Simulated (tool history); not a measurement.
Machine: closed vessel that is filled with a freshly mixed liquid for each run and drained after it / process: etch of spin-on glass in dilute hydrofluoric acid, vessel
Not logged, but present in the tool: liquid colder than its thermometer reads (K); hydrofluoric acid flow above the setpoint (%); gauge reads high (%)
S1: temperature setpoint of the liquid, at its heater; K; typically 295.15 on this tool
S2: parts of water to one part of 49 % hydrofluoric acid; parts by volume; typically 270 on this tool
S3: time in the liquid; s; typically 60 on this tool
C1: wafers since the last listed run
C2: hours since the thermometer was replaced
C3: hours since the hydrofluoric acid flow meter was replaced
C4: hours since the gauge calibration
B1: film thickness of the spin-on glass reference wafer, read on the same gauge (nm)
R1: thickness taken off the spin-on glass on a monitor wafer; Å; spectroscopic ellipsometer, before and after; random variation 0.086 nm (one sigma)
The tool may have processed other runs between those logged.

run 1 hour=0.0 | S1=295.15 S2=270 S3=45 | C1=0 C2=600.2 C3=4.8 C4=91.9 | B1=69.99 | R1=71.4
run 2 hour=51.3 | S1=295.15 S2=270 S3=45 | C1=4208 C2=651.5 C3=56.1 C4=143.2 | B1=69.98 | R1=72.4
run 3 hour=95.2 | S1=295.15 S2=270 S3=60 | C1=3601 C2=695.4 C3=100.0 C4=187.1 | B1=70.01 | R1=97.9
run 4 hour=124.9 | S1=295.15 S2=270 S3=60 | C1=2436 C2=725.1 C3=129.7 C4=216.8 | B1=69.97 | R1=98.4
run 5 hour=172.4 | S1=295.15 S2=270 S3=60 | C1=3896 C2=772.6 C3=177.2 C4=264.3 | B1=70.03 | R1=97.9
run 6 hour=228.8 | S1=298.15 S2=270 S3=60 | C1=4626 C2=829.0 C3=233.6 C4=320.7 | B1=70.01 | R1=111.7
run 7 hour=296.8 | S1=298.15 S2=270 S3=60 | C1=5577 C2=897.0 C3=301.6 C4=388.7 | B1=70.01 | R1=111.4
run 8 hour=335.4 | S1=298.15 S2=270 S3=60 | C1=3166 C2=935.6 C3=340.2 C4=427.3 | B1=69.98 | R1=112.4
run 9 hour=406.8 | S1=299.15 S2=270 S3=60 | C1=5856 C2=1007.0 C3=411.6 C4=498.7 | B1=69.95 | R1=114.8
run 10 hour=453.6 | S1=299.15 S2=270 S3=60 | C1=3838 C2=1053.8 C3=458.4 C4=545.5 | B1=70.01 | R1=116.2
run 11 hour=482.2 | S1=296.65 S2=270 S3=60 | C1=2346 C2=1082.4 C3=487.0 C4=574.1 | B1=70.00 | R1=106.6
run 12 hour=520.0 | S1=296.65 S2=270 S3=60 | C1=3100 C2=1120.2 C3=524.8 C4=611.9 | B1=70.00 | R1=107.6
run 13 hour=576.3 | S1=295.15 S2=270 S3=60 | C1=4618 C2=1176.5 C3=581.1 C4=668.2 | B1=69.98 | R1=102.3
-- hour=602.0 thermometer replaced
run 14 hour=615.3 | S1=295.15 S2=270 S3=60 | C1=3117 C2=13.3 C3=620.1 C4=707.2 | B1=70.03 | R1=100.8
run 15 hour=807.6 | S1=292.65 S2=270 S3=40 | C1=15774 C2=205.6 C3=812.4 C4=899.5 | B1=70.02 | R1=62.3
run 16 hour=838.6 | S1=295.15 S2=170 S3=60 | C1=2542 C2=236.6 C3=843.4 C4=930.5 | B1=69.97 | R1=178.7
-- hour=885.1 hydrofluoric acid flow meter replaced
run 17 hour=897.1 | S1=295.15 S2=270 S3=60 | C1=4716 C2=295.1 C3=12.0 C4=989.0 | B1=70.05 | R1=95.2
run 18 hour=962.5 | S1=292.15 S2=220 S3=45 | C1=5364 C2=360.5 C3=77.4 C4=1054.4 | B1=70.06 | R1=82.3
run 19 hour=995.8 | S1=293.65 S2=155 S3=60 | C1=2731 C2=393.8 C3=110.7 C4=1087.7 | B1=69.99 | R1=176.5
run 20 hour=1023.3 | S1=293.65 S2=305 S3=60 | C1=2255 C2=421.3 C3=138.2 C4=1115.2 | B1=69.96 | R1=78.6
run 21 hour=1074.3 | S1=295.15 S2=270 S3=40 | C1=4183 C2=472.3 C3=189.2 C4=1166.2 | B1=70.03 | R1=64.9
-- hour=1124.5 gauge calibrated
run 22 hour=1127.4 | S1=296.65 S2=390 S3=35 | C1=4355 C2=525.4 C3=242.3 C4=2.9 | B1=69.97 | R1=37.2
run 23 hour=1178.8 | S1=295.15 S2=270 S3=60 | C1=4216 C2=576.8 C3=293.7 C4=54.3 | B1=69.98 | R1=99.3
run 24 hour=1203.9 | S1=297.65 S2=195 S3=90 | C1=2058 C2=601.9 C3=318.8 C4=79.4 | B1=69.93 | R1=246.2
run 25 hour=1255.8 | S1=295.15 S2=155 S3=80 | C1=4257 C2=653.8 C3=370.7 C4=131.3 | B1=69.98 | R1=256.5
run 26 hour=1325.1 | S1=295.15 S2=270 S3=60 | C1=5684 C2=723.1 C3=440.0 C4=200.6 | B1=69.95 | R1=98.9
run 27 hour=1379.0 | S1=296.65 S2=270 S3=60 | C1=4421 C2=777.0 C3=493.9 C4=254.5 | B1=70.05 | R1=105.9
run 28 hour=1414.3 | S1=295.15 S2=270 S3=60 | C1=2895 C2=812.3 C3=529.2 C4=289.8 | B1=70.03 | R1=99.5
run 29 hour=1474.5 | S1=292.15 S2=390 S3=85 | C1=4938 C2=872.5 C3=589.4 C4=350.0 | B1=70.02 | R1=79.9
run 30 hour=1544.5 | S1=295.15 S2=270 S3=60 | C1=5742 C2=942.5 C3=659.4 C4=420.0 | B1=70.01 | R1=101.6

4 options for the next run, each taken on its own from the tool as it stands now. Forecast them:
run A hour=1545.2 | S1=295.15 S2=270 S3=35 | C1=57 C2=943.2 C3=660.1 C4=420.7 | B1=? | R1=?
run B hour=1545.2 | S1=291.15 S2=155 S3=30 | C1=57 C2=943.2 C3=660.1 C4=420.7 | B1=? | R1=?
run C hour=1545.2 | S1=290.65 S2=150 S3=50 | C1=57 C2=943.2 C3=660.1 C4=420.7 | B1=? | R1=?
run D hour=1545.2 | S1=297.65 S2=270 S3=90 | C1=57 C2=943.2 C3=660.1 C4=420.7 | B1=? | R1=?

run=A B1=69.96 R1=59.5
run=B B1=69.96 R1=84.8
run=C B1=69.96 R1=143.8
run=D B1=69.96 R1=167.4
With no hidden state in the tool, these same runs would have given:
run=A R1=56.1
run=B R1=80.4
run=C R1=136.3
run=D R1=157.8

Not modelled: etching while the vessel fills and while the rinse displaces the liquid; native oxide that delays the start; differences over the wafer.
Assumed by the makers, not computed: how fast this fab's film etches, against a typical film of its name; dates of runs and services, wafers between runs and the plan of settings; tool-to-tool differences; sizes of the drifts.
